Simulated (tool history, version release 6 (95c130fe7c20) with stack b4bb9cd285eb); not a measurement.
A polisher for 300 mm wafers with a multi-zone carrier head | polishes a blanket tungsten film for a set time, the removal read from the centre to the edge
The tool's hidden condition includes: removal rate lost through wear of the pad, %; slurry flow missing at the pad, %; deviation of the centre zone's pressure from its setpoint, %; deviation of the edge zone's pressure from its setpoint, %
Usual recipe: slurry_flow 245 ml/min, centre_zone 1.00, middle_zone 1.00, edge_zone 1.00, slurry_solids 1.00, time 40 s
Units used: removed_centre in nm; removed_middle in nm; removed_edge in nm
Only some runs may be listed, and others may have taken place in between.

| run | hour | slurry_flow | centre_zone | middle_zone | edge_zone | slurry_solids | time | wafers since the last listed run | wafers polished on this pad | hours since the slurry nozzle was cleaned | hours since the centre zone pressure was calibrated | hours since the edge zone pressure was calibrated | hours since the carrier head's membrane was replaced | incoming thickness of the incoming film, nm | removed_centre | removed_middle | removed_edge |
|---|---|---|---|---|---|---|---|---|---|---|---|---|---|---|---|---|---|
| 1 | 0.0 | 245 | 1.00 | 1.00 | 1.08 | 1.00 | 40 | 0 | 601 | 182.3 | 576.0 | 61.7 | 1395.3 | 1597.2 | 153.4 | 171.2 | 180.5 |
| 2 | 21.8 | 245 | 1.00 | 1.00 | 1.08 | 1.00 | 40 | 291 | 893 | 204.1 | 597.8 | 83.5 | 1417.1 | 1617.4 | 151.4 | 171.7 | 177.3 |
| 3 | 44.4 | 245 | 1.00 | 1.00 | 1.08 | 1.00 | 40 | 301 | 1195 | 226.7 | 620.4 | 106.1 | 1439.7 | 1591.8 | 153.1 | 170.0 | 179.4 |
|  | 52.9 | worn pad replaced by a new one |
| 4 | 62.3 | 245 | 1.00 | 1.00 | 1.00 | 1.00 | 40 | 185 | 125 | 244.6 | 638.3 | 124.0 | 1457.6 | 1588.4 | 155.7 | 171.3 | 176.9 |
| 5 | 96.9 | 245 | 0.95 | 1.05 | 1.00 | 1.00 | 40 | 462 | 588 | 279.2 | 672.9 | 158.6 | 1492.2 | 1610.6 | 145.5 | 176.9 | 175.1 |
| 6 | 125.7 | 245 | 0.95 | 1.05 | 1.00 | 1.00 | 40 | 384 | 973 | 308.0 | 701.7 | 187.4 | 1521.0 | 1602.8 | 148.6 | 177.8 | 175.3 |
|  | 154.8 | worn pad replaced by a new one |
| 7 | 155.3 | 245 | 1.00 | 1.00 | 1.00 | 0.85 | 40 | 342 | 6 | 337.6 | 731.3 | 217.0 | 1550.6 | 1592.8 | 146.4 | 167.3 | 169.3 |
| 8 | 183.5 | 245 | 1.00 | 1.00 | 1.00 | 0.85 | 40 | 376 | 383 | 365.8 | 759.5 | 245.2 | 1578.8 | 1570.5 | 148.8 | 168.2 | 168.4 |
| 9 | 200.2 | 245 | 1.00 | 1.00 | 1.00 | 0.85 | 40 | 223 | 606 | 382.5 | 776.2 | 261.9 | 1595.5 | 1608.1 | 146.9 | 167.4 | 165.8 |
| 10 | 225.8 | 245 | 1.00 | 1.00 | 1.08 | 1.10 | 40 | 342 | 948 | 408.1 | 801.8 | 287.5 | 1621.1 | 1631.8 | 152.3 | 174.9 | 182.5 |
|  | 257.4 | edge zone pressure recalibrated |
| 11 | 260.3 | 245 | 1.00 | 1.00 | 1.08 | 1.10 | 40 | 434 | 1382 | 442.6 | 836.3 | 2.9 | 1655.6 | 1597.1 | 153.3 | 175.0 | 181.6 |
|  | 265.6 | centre zone pressure recalibrated |
|  | 268.2 | worn pad replaced by a new one, of another model than before |
| 12 | 275.0 | 245 | 1.00 | 0.91 | 1.00 | 1.00 | 40 | 134 | 91 | 457.3 | 9.4 | 17.6 | 1670.3 | 1589.7 | 170.5 | 161.6 | 174.4 |
| 13 | 293.5 | 245 | 1.00 | 1.00 | 0.90 | 1.00 | 40 | 247 | 338 | 475.8 | 27.9 | 36.1 | 1688.8 | 1622.0 | 168.1 | 171.6 | 162.0 |
| 14 | 321.0 | 245 | 1.00 | 1.00 | 1.08 | 1.10 | 40 | 367 | 706 | 503.3 | 55.4 | 63.6 | 1716.3 | 1576.9 | 168.4 | 173.7 | 185.7 |
| 15 | 345.2 | 245 | 1.11 | 1.00 | 1.00 | 1.00 | 40 | 323 | 1029 | 527.5 | 79.6 | 87.8 | 1740.5 | 1595.7 | 183.0 | 171.5 | 170.1 |
|  | 354.1 | slurry nozzle cleaned |
|  | 364.8 | carrier head's membrane replaced by a new one |
| 16 | 373.0 | 310 | 1.00 | 0.93 | 0.94 | 0.85 | 40 | 291 | 1320 | 18.9 | 107.4 | 115.6 | 8.2 | 1607.9 | 163.0 | 162.6 | 168.0 |
|  | 384.5 | worn pad replaced by a new one |
| 17 | 399.2 | 245 | 1.00 | 1.00 | 1.08 | 1.10 | 40 | 296 | 195 | 45.1 | 133.6 | 141.8 | 34.4 | 1631.1 | 165.2 | 174.5 | 182.7 |
| 18 | 419.6 | 220 | 1.00 | 1.00 | 0.92 | 1.00 | 40 | 272 | 468 | 65.5 | 154.0 | 162.2 | 54.8 | 1579.7 | 154.6 | 167.6 | 160.2 |
| 19 | 447.5 | 180 | 1.00 | 1.00 | 1.00 | 1.00 | 40 | 372 | 841 | 93.4 | 181.9 | 190.1 | 82.7 | 1582.1 | 144.3 | 153.3 | 159.4 |
| 20 | 474.7 | 315 | 0.94 | 1.00 | 1.00 | 1.00 | 40 | 363 | 1204 | 120.6 | 209.1 | 217.3 | 109.9 | 1583.5 | 153.9 | 179.0 | 176.4 |
| 21 | 492.0 | 245 | 1.00 | 1.00 | 1.11 | 1.00 | 27 | 231 | 1435 | 137.9 | 226.4 | 234.6 | 127.2 | 1600.8 | 107.5 | 117.0 | 122.5 |
|  | 498.1 | worn pad replaced by a new one |
| 22 | 515.2 | 245 | 1.00 | 1.00 | 1.00 | 1.00 | 40 | 256 | 228 | 161.1 | 249.6 | 257.8 | 150.4 | 1635.1 | 161.0 | 173.3 | 173.2 |

Here are 3 independent what-if runs from the current tool condition. What would each one return?
| A | 515.6 | 245 | 1.00 | 0.96 | 1.00 | 1.00 | 40 | 5 | 234 | 161.5 | 250.0 | 258.2 | 150.8 | 1616.1 | ? | ? | ? |
| B | 515.6 | 245 | 1.00 | 1.00 | 0.95 | 1.00 | 40 | 5 | 234 | 161.5 | 250.0 | 258.2 | 150.8 | 1616.1 | ? | ? | ? |
| C | 515.6 | 245 | 0.90 | 1.00 | 1.00 | 1.00 | 40 | 5 | 234 | 161.5 | 250.0 | 258.2 | 150.8 | 1616.1 | ? | ? | ? |

| run | removed_centre | removed_middle | removed_edge |
|---|---|---|---|
| A | 154.8 | 166.0 | 170.8 |
| B | 154.8 | 170.9 | 166.6 |
| C | 139.1 | 171.0 | 170.7 |
Without the tool's hidden state the same runs would have given:
| run | removed_centre | removed_middle | removed_edge |
|---|---|---|---|
| A | 167.1 | 165.9 | 170.8 |
| B | 167.2 | 170.9 | 166.6 |
| C | 150.3 | 170.9 | 170.7 |
